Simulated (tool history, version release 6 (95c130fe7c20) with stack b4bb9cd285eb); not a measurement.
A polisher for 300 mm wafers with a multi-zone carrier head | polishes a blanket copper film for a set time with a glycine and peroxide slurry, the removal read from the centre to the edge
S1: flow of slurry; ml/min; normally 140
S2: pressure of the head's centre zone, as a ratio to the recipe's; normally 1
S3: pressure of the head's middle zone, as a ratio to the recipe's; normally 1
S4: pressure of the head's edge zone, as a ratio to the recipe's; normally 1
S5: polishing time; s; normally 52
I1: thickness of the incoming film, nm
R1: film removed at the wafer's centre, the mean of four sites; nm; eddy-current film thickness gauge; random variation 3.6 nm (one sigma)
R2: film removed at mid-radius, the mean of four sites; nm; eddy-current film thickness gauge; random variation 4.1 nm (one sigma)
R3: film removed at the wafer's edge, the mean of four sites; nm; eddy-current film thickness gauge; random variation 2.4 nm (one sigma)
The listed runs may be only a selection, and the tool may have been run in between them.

run    hour   S1    S2    S3    S4  S5      I1     R1     R2     R3
  1       0  140     1     1     1  52  2098.7  362.4  380.6    393
       21.6  -- worn pad replaced by a new one
  2      76  190     1     1  1.12  61  2094.3  445.1  465.1    502
      146.5  -- carrier head's membrane replaced by a new one
  3   166.2  155     1  0.95     1  52  2090.3  364.9  372.9  395.1
  4   209.5  140     1  1.06     1  57  2102.9  388.8  436.9    428
  5   283.1  170  1.09     1   1.1  61  2049.5  478.5  462.4  492.7
  6     361  140   1.1  1.05     1  52  2124.5  388.3  404.4    393
      500.3  -- slurry nozzle cleaned
  7   503.6  140  0.97     1  1.06  52    2080  346.4    390  404.5
      537.5  -- edge zone pressure recalibrated
  8   555.5  155     1  0.96     1  52  2096.2  363.5  379.7  397.7
        589  -- centre zone pressure recalibrated
  9   637.1  140     1     1  0.94  52  2085.4  393.2  387.9  378.7
 10   723.4  170     1     1  1.03  52  2113.7  395.9  386.7  403.5
 11   761.7  140  1.06     1     1  67  2082.4  527.1  492.2  501.2
 12   824.5  140     1     1     1  52  2060.7  381.1  384.5  394.4
 13   861.1  140     1     1     1  52  2068.9  376.5  378.9  394.3
      908.9  -- worn pad replaced by a new one
      921.6  -- carrier head's membrane replaced by a new one
 14   926.3  140     1   0.9     1  52  2064.4  376.4  347.8  392.3
 15  1022.6  125  1.03     1     1  52  2095.7  377.9  370.4  380.5
 16  1119.8  140  1.08     1     1  44  2100.7  331.5  314.5  330.1
 17  1212.6  140     1     1     1  52  2097.4    367  385.2  393.3
     1265.4  -- slurry nozzle cleaned
 18  1287.8  140     1  0.91     1  52  2119.1  355.7  348.1  390.9
 19  1353.7  140     1     1     1  52  2107.2  365.8  389.7  390.5
 20  1404.1  140  0.92  1.09     1  52  2065.9  331.7  411.7  386.3
 21  1440.3  140     1     1     1  52  2044.2  358.8  383.5  395.3

Each row is a separate what-if for the run after 21, all from the same tool condition, not one after another. Results?
  A  1440.7  140     1     1     1  52  2069   ?   ?   ?
  B  1440.7  140     1     1     1  46  2069   ?   ?   ?
  C  1440.7  140     1  0.92  1.09  60  2069   ?   ?   ?
  D  1440.7  140  1.12     1     1  52  2069   ?   ?   ?
  E  1440.7  140     1     1     1  45  2069   ?   ?   ?

run     R1     R2     R3
  A  363.7  380.9  393.8
  B  321.8  336.9  348.4
  C  419.5  409.7  474.6
  D    408  380.6  393.8
  E  314.8  329.6  340.8
With the hidden condition removed and each run's random variation left untouched, the same runs would have given:
run     R1     R2     R3
  A  392.7  380.7  393.8
  B  347.4  336.8  348.4
  C  452.9  409.6  474.6
  D  440.2  380.5  393.8
  E  339.8  329.5  340.8

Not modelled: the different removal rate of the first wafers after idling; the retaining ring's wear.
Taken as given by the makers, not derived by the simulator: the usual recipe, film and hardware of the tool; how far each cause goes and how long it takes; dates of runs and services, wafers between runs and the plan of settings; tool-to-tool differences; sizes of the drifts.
